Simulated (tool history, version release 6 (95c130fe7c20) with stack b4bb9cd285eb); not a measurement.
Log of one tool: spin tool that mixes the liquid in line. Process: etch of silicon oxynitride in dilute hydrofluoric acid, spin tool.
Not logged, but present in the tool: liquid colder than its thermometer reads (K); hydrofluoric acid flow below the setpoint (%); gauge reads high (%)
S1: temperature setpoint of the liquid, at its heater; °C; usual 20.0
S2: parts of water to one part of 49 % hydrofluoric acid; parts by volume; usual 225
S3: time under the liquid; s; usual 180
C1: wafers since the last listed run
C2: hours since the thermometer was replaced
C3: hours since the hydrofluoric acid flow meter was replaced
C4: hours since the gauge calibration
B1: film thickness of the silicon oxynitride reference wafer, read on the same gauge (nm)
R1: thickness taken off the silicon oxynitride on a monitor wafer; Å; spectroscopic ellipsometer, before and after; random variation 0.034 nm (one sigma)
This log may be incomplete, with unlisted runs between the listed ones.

run 1 hour=0.0 | S1=20.0 S2=225 S3=180 | C1=0 C2=2479.1 C3=816.3 C4=454.9 | B1=59.988 | R1=25.50
run 2 hour=10.3 | S1=20.0 S2=225 S3=180 | C1=74 C2=2489.4 C3=826.6 C4=465.2 | B1=59.944 | R1=24.66
run 3 hour=21.8 | S1=20.0 S2=225 S3=180 | C1=83 C2=2500.9 C3=838.1 C4=476.7 | B1=59.996 | R1=25.76
run 4 hour=38.8 | S1=20.0 S2=225 S3=225 | C1=122 C2=2517.9 C3=855.1 C4=493.7 | B1=59.978 | R1=31.63
-- hour=43.9 gauge calibrated
run 5 hour=51.9 | S1=20.0 S2=225 S3=225 | C1=94 C2=2531.0 C3=868.2 C4=8.0 | B1=60.020 | R1=31.83
run 6 hour=62.7 | S1=20.0 S2=225 S3=225 | C1=78 C2=2541.8 C3=879.0 C4=18.8 | B1=60.022 | R1=31.76
run 7 hour=89.4 | S1=20.0 S2=225 S3=180 | C1=193 C2=2568.5 C3=905.7 C4=45.5 | B1=59.996 | R1=25.31
run 8 hour=96.5 | S1=20.0 S2=225 S3=180 | C1=51 C2=2575.6 C3=912.8 C4=52.6 | B1=59.993 | R1=24.97
run 9 hour=113.9 | S1=17.0 S2=130 S3=210 | C1=125 C2=2593.0 C3=930.2 C4=70.0 | B1=59.997 | R1=47.51
run 10 hour=121.0 | S1=22.0 S2=225 S3=240 | C1=51 C2=2600.1 C3=937.3 C4=77.1 | B1=60.007 | R1=36.46
run 11 hour=132.8 | S1=22.5 S2=300 S3=220 | C1=85 C2=2611.9 C3=949.1 C4=88.9 | B1=59.973 | R1=24.27
run 12 hour=140.6 | S1=20.0 S2=225 S3=180 | C1=56 C2=2619.7 C3=956.9 C4=96.7 | B1=60.007 | R1=25.00
run 13 hour=147.9 | S1=20.0 S2=295 S3=85 | C1=52 C2=2627.0 C3=964.2 C4=104.0 | B1=60.013 | R1=8.49
run 14 hour=156.0 | S1=20.0 S2=160 S3=100 | C1=58 C2=2635.1 C3=972.3 C4=112.1 | B1=60.042 | R1=20.19
run 15 hour=164.1 | S1=21.5 S2=225 S3=105 | C1=58 C2=2643.2 C3=980.4 C4=120.2 | B1=60.008 | R1=15.65
-- hour=176.5 thermometer replaced
run 16 hour=199.2 | S1=25.0 S2=145 S3=105 | C1=246 C2=22.7 C3=1015.5 C4=155.3 | B1=59.981 | R1=29.76
run 17 hour=217.0 | S1=20.0 S2=225 S3=180 | C1=128 C2=40.5 C3=1033.3 C4=173.1 | B1=60.029 | R1=24.27
run 18 hour=233.7 | S1=23.5 S2=150 S3=180 | C1=120 C2=57.2 C3=1050.0 C4=189.8 | B1=59.983 | R1=45.46
run 19 hour=245.1 | S1=17.0 S2=225 S3=110 | C1=82 C2=68.6 C3=1061.4 C4=201.2 | B1=60.050 | R1=12.87
-- hour=257.7 hydrofluoric acid flow meter replaced
run 20 hour=262.8 | S1=17.5 S2=185 S3=90 | C1=120 C2=86.3 C3=5.1 C4=218.9 | B1=59.993 | R1=16.16
run 21 hour=274.1 | S1=17.5 S2=165 S3=230 | C1=81 C2=97.6 C3=16.4 C4=230.2 | B1=59.959 | R1=46.05
run 22 hour=288.5 | S1=20.0 S2=225 S3=180 | C1=104 C2=112.0 C3=30.8 C4=244.6 | B1=60.001 | R1=29.45
run 23 hour=303.3 | S1=20.0 S2=225 S3=180 | C1=107 C2=126.8 C3=45.6 C4=259.4 | B1=59.991 | R1=28.89
run 24 hour=312.5 | S1=20.0 S2=225 S3=180 | C1=66 C2=136.0 C3=54.8 C4=268.6 | B1=60.032 | R1=29.69
run 25 hour=324.2 | S1=17.0 S2=290 S3=95 | C1=84 C2=147.7 C3=66.5 C4=280.3 | B1=60.006 | R1=9.70
run 26 hour=333.0 | S1=20.0 S2=225 S3=180 | C1=63 C2=156.5 C3=75.3 C4=289.1 | B1=60.034 | R1=28.81
run 27 hour=368.5 | S1=22.5 S2=285 S3=180 | C1=256 C2=192.0 C3=110.8 C4=324.6 | B1=60.000 | R1=24.57
run 28 hour=379.2 | S1=20.0 S2=270 S3=180 | C1=77 C2=202.7 C3=121.5 C4=335.3 | B1=60.020 | R1=23.09
run 29 hour=394.7 | S1=20.0 S2=175 S3=140 | C1=112 C2=218.2 C3=137.0 C4=350.8 | B1=59.992 | R1=29.93
run 30 hour=409.2 | S1=20.0 S2=225 S3=180 | C1=104 C2=232.7 C3=151.5 C4=365.3 | B1=60.029 | R1=28.50
run 31 hour=422.3 | S1=24.5 S2=225 S3=265 | C1=94 C2=245.8 C3=164.6 C4=378.4 | B1=60.031 | R1=51.26
run 32 hour=437.3 | S1=17.0 S2=270 S3=180 | C1=108 C2=260.8 C3=179.6 C4=393.4 | B1=60.014 | R1=19.90
run 33 hour=448.5 | S1=20.0 S2=225 S3=275 | C1=80 C2=272.0 C3=190.8 C4=404.6 | B1=59.999 | R1=43.26

State the hidden condition of the tool at each of the runs:
liquid colder than its thermometer reads (K): 0 at every run
gauge reads high (%): 0 at every run
H1: hydrofluoric acid flow below the setpoint (%)
run=1 H1=11.5
run=2 H1=11.6
run=3 H1=11.8
run=4 H1=12
run=5 H1=12.2
run=6 H1=12.3
run=7 H1=12.6
run=8 H1=12.7
run=9 H1=13
run=10 H1=13.1
run=11 H1=13.2
run=12 H1=13.3
run=13 H1=13.4
run=14 H1=13.5
run=15 H1=13.6
run=16 H1=14.1
run=17 H1=14.3
run=18 H1=14.5
run=19 H1=14.6
run=20 H1=0.413
run=21 H1=0.558
run=22 H1=0.742
run=23 H1=0.932
run=24 H1=1.05
run=25 H1=1.2
run=26 H1=1.31
run=27 H1=1.77
run=28 H1=1.91
run=29 H1=2.1
run=30 H1=2.29
run=31 H1=2.46
run=32 H1=2.65
run=33 H1=2.79
